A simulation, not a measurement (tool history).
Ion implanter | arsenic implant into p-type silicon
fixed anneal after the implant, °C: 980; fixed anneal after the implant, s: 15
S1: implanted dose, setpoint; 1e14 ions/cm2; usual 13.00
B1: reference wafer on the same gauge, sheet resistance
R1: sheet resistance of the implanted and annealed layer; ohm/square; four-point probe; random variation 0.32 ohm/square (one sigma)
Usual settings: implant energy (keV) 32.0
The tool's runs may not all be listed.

run 1 hour=0.0 | S1=16.00 implant_energy_(keV)=32.0 | B1=118.35 | R1=105.90
run 2 hour=63.5 | S1=12.09 implant_energy_(keV)=32.0 | B1=118.46 | R1=116.13
-- hour=93.6 Faraday cup replaced and dose calibrated
run 3 hour=117.4 | S1=13.00 implant_energy_(keV)=32.0 | B1=118.47 | R1=113.04
run 4 hour=168.3 | S1=13.00 implant_energy_(keV)=32.0 | B1=118.57 | R1=112.87
run 5 hour=230.9 | S1=13.00 implant_energy_(keV)=32.0 | B1=118.55 | R1=113.27
run 6 hour=264.8 | S1=13.00 implant_energy_(keV)=32.0 | B1=118.66 | R1=113.53
run 7 hour=366.2 | S1=10.04 implant_energy_(keV)=32.0 | B1=118.67 | R1=127.78
run 8 hour=400.8 | S1=10.04 implant_energy_(keV)=32.0 | B1=118.85 | R1=128.16
run 9 hour=467.2 | S1=13.00 implant_energy_(keV)=32.0 | B1=118.92 | R1=112.78
run 10 hour=506.3 | S1=13.00 implant_energy_(keV)=32.0 | B1=118.92 | R1=113.66
run 11 hour=559.2 | S1=13.00 implant_energy_(keV)=32.0 | B1=118.99 | R1=113.45
run 12 hour=593.7 | S1=13.00 implant_energy_(keV)=32.0 | B1=118.95 | R1=113.32
-- hour=636.1 gauge calibrated
run 13 hour=638.7 | S1=13.00 implant_energy_(keV)=32.0 | B1=117.95 | R1=112.48
run 14 hour=696.1 | S1=13.00 implant_energy_(keV)=32.0 | B1=117.92 | R1=112.56
run 15 hour=763.3 | S1=13.00 implant_energy_(keV)=32.0 | B1=117.95 | R1=112.47
run 16 hour=804.6 | S1=13.00 implant_energy_(keV)=32.0 | B1=118.05 | R1=112.35
run 17 hour=845.2 | S1=13.00 implant_energy_(keV)=32.0 | B1=118.01 | R1=112.70
run 18 hour=889.6 | S1=16.57 implant_energy_(keV)=42.0 | B1=117.96 | R1=93.11
-- hour=925.0 Faraday cup replaced and dose calibrated
run 19 hour=925.8 | S1=13.00 implant_energy_(keV)=38.5 | B1=118.01 | R1=105.09
-- hour=996.1 extraction supply calibrated
run 20 hour=996.6 | S1=13.00 implant_energy_(keV)=32.0 | B1=117.98 | R1=112.53
run 21 hour=1035.7 | S1=15.00 implant_energy_(keV)=26.0 | B1=118.06 | R1=117.41
run 22 hour=1069.4 | S1=10.40 implant_energy_(keV)=24.0 | B1=118.07 | R1=137.79
run 23 hour=1116.5 | S1=13.00 implant_energy_(keV)=32.0 | B1=118.02 | R1=111.79
run 24 hour=1145.5 | S1=16.33 implant_energy_(keV)=38.5 | B1=117.99 | R1=96.78
run 25 hour=1191.1 | S1=15.28 implant_energy_(keV)=35.5 | B1=118.11 | R1=102.08
run 26 hour=1245.4 | S1=16.75 implant_energy_(keV)=26.5 | B1=118.07 | R1=113.36
run 27 hour=1287.2 | S1=13.00 implant_energy_(keV)=41.5 | B1=118.16 | R1=102.56
run 28 hour=1311.9 | S1=13.00 implant_energy_(keV)=32.0 | B1=118.06 | R1=112.36
run 29 hour=1364.7 | S1=11.94 implant_energy_(keV)=32.0 | B1=118.13 | R1=116.75
run 30 hour=1423.7 | S1=14.90 implant_energy_(keV)=32.0 | B1=118.13 | R1=107.86
run 31 hour=1477.7 | S1=16.61 implant_energy_(keV)=35.0 | B1=118.24 | R1=99.98
run 32 hour=1515.5 | S1=10.16 implant_energy_(keV)=27.0 | B1=118.14 | R1=134.04
run 33 hour=1546.0 | S1=13.00 implant_energy_(keV)=32.0 | B1=118.26 | R1=113.49
run 34 hour=1583.5 | S1=11.10 implant_energy_(keV)=28.5 | B1=118.24 | R1=126.32
run 35 hour=1653.5 | S1=13.00 implant_energy_(keV)=32.0 | B1=118.42 | R1=112.47
run 36 hour=1693.0 | S1=14.41 implant_energy_(keV)=32.0 | B1=118.44 | R1=108.29
run 37 hour=1748.5 | S1=9.69 implant_energy_(keV)=25.0 | B1=118.44 | R1=141.14

4 ways to go on from here, each from the tool as it stands after run 37. What would each give?
run A hour=1748.9 | S1=13.00 implant_energy_(keV)=22.5 | B1=? | R1=?
run B hour=1748.9 | S1=11.71 implant_energy_(keV)=32.0 | B1=? | R1=?
run C hour=1748.9 | S1=15.41 implant_energy_(keV)=24.0 | B1=? | R1=?
run D hour=1748.9 | S1=13.00 implant_energy_(keV)=35.5 | B1=? | R1=?

run=A B1=118.40 R1=130.77
run=B B1=118.40 R1=118.00
run=C B1=118.40 R1=121.52
run=D B1=118.40 R1=108.45
Without the tool's hidden state the same runs would have given:
run=A R1=130.35
run=B R1=117.62
run=C R1=121.13
run=D R1=108.10

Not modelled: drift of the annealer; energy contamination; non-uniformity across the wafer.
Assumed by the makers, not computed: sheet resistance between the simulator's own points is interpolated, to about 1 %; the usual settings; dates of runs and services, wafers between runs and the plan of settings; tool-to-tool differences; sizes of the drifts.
